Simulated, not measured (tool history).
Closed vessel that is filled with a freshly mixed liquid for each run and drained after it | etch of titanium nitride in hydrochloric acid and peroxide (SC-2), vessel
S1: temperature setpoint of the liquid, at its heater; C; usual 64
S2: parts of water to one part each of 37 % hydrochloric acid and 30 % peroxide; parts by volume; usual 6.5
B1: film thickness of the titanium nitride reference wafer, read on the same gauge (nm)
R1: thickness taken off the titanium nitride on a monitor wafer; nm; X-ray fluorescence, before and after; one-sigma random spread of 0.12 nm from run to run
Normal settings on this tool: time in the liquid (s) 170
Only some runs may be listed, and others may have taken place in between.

{"run": 1, "hour": 0.0, "S1": 56.5, "S2": 6.5, "time in the liquid (s)": 170, "B1": 85.23, "R1": 15.98}
{"run": 2, "hour": 40.8, "S1": 64, "S2": 6.5, "time in the liquid (s)": 190, "B1": 85.22, "R1": 28.76}
{"run": 3, "hour": 81.2, "S1": 64, "S2": 6.5, "time in the liquid (s)": 190, "B1": 85.15, "R1": 28.56}
{"run": 4, "hour": 119.4, "S1": 64, "S2": 6.5, "time in the liquid (s)": 190, "B1": 85.16, "R1": 28.75}
{"run": 5, "hour": 282.8, "S1": 64, "S2": 6.5, "time in the liquid (s)": 170, "B1": 84.93, "R1": 25.5}
{"run": 6, "hour": 352.6, "S1": 64, "S2": 6.5, "time in the liquid (s)": 170, "B1": 84.93, "R1": 25.73}
{"run": 7, "hour": 408.1, "S1": 64, "S2": 6.5, "time in the liquid (s)": 170, "B1": 84.89, "R1": 25.64}
{"run": 8, "hour": 464.8, "S1": 64, "S2": 6.5, "time in the liquid (s)": 170, "B1": 84.81, "R1": 25.34}
{"hour": 497.3, "done": "chemicals flow meter replaced"}
{"hour": 502.6, "done": "new drum of peroxide connected"}
{"run": 9, "hour": 509.5, "S1": 64, "S2": 5, "time in the liquid (s)": 170, "B1": 84.84, "R1": 30.99}
{"run": 10, "hour": 536.5, "S1": 69.5, "S2": 6.5, "time in the liquid (s)": 170, "B1": 84.83, "R1": 36.01}
{"hour": 560.7, "done": "gauge calibrated"}
{"run": 11, "hour": 561.3, "S1": 69.5, "S2": 6.5, "time in the liquid (s)": 170, "B1": 89.88, "R1": 37.43}
{"run": 12, "hour": 630.0, "S1": 64, "S2": 6.5, "time in the liquid (s)": 170, "B1": 89.19, "R1": 27.02}
{"run": 13, "hour": 663.4, "S1": 64, "S2": 6.5, "time in the liquid (s)": 170, "B1": 88.91, "R1": 26.86}
{"hour": 679.5, "done": "thermometer replaced"}
{"run": 14, "hour": 731.1, "S1": 64, "S2": 6.5, "time in the liquid (s)": 170, "B1": 88.47, "R1": 26.83}
{"run": 15, "hour": 756.0, "S1": 64, "S2": 6.5, "time in the liquid (s)": 270, "B1": 88.3, "R1": 42.38}
{"run": 16, "hour": 783.2, "S1": 72, "S2": 5.5, "time in the liquid (s)": 170, "B1": 88.06, "R1": 48.69}
{"run": 17, "hour": 826.4, "S1": 64, "S2": 6.5, "time in the liquid (s)": 170, "B1": 87.81, "R1": 26.35}
{"run": 18, "hour": 979.6, "S1": 59.5, "S2": 8, "time in the liquid (s)": 105, "B1": 87.09, "R1": 10.46}
{"hour": 1013.5, "done": "new drum of peroxide connected"}
{"run": 19, "hour": 1047.1, "S1": 64, "S2": 8.5, "time in the liquid (s)": 145, "B1": 86.84, "R1": 18}
{"run": 20, "hour": 1099.7, "S1": 64, "S2": 8.5, "time in the liquid (s)": 200, "B1": 86.63, "R1": 24.99}
{"run": 21, "hour": 1163.8, "S1": 68.5, "S2": 9, "time in the liquid (s)": 125, "B1": 86.5, "R1": 19.57}
{"run": 22, "hour": 1192.1, "S1": 64, "S2": 6.5, "time in the liquid (s)": 190, "B1": 86.45, "R1": 29.15}
{"run": 23, "hour": 1218.1, "S1": 70, "S2": 6.5, "time in the liquid (s)": 120, "B1": 86.37, "R1": 26.23}
{"run": 24, "hour": 1259.7, "S1": 64, "S2": 6.5, "time in the liquid (s)": 170, "B1": 86.27, "R1": 25.97}
{"run": 25, "hour": 1297.7, "S1": 69.5, "S2": 6.5, "time in the liquid (s)": 170, "B1": 86.2, "R1": 36.25}
{"run": 26, "hour": 1334.9, "S1": 56, "S2": 9, "time in the liquid (s)": 80, "B1": 86.13, "R1": 5.74}
{"run": 27, "hour": 1386.4, "S1": 68, "S2": 6.5, "time in the liquid (s)": 195, "B1": 86.04, "R1": 37.92}
{"run": 28, "hour": 1422.1, "S1": 64, "S2": 6.5, "time in the liquid (s)": 170, "B1": 85.98, "R1": 25.87}

Branching from run 28: 5 alternative next runs. What would each branch give?
{"run": "A", "hour": 1422.8, "S1": 64, "S2": 5.5, "time in the liquid (s)": 170, "B1": "?", "R1": "?"}
{"run": "B", "hour": 1422.8, "S1": 67.5, "S2": 4, "time in the liquid (s)": 70, "B1": "?", "R1": "?"}
{"run": "C", "hour": 1422.8, "S1": 64, "S2": 9, "time in the liquid (s)": 170, "B1": "?", "R1": "?"}
{"run": "D", "hour": 1422.8, "S1": 64, "S2": 7.5, "time in the liquid (s)": 270, "B1": "?", "R1": "?"}
{"run": "E", "hour": 1422.8, "S1": 60.5, "S2": 5, "time in the liquid (s)": 170, "B1": "?", "R1": "?"}

run=A B1=85.94 R1=29.3
run=B B1=85.94 R1=18.64
run=C B1=85.94 R1=19.98
run=D B1=85.94 R1=36.74
run=E B1=85.94 R1=25.28
Without the tool's unlogged condition, the same runs would have read:
run=A R1=30.67
run=B R1=19.52
run=C R1=20.91
run=D R1=38.46
run=E R1=26.46
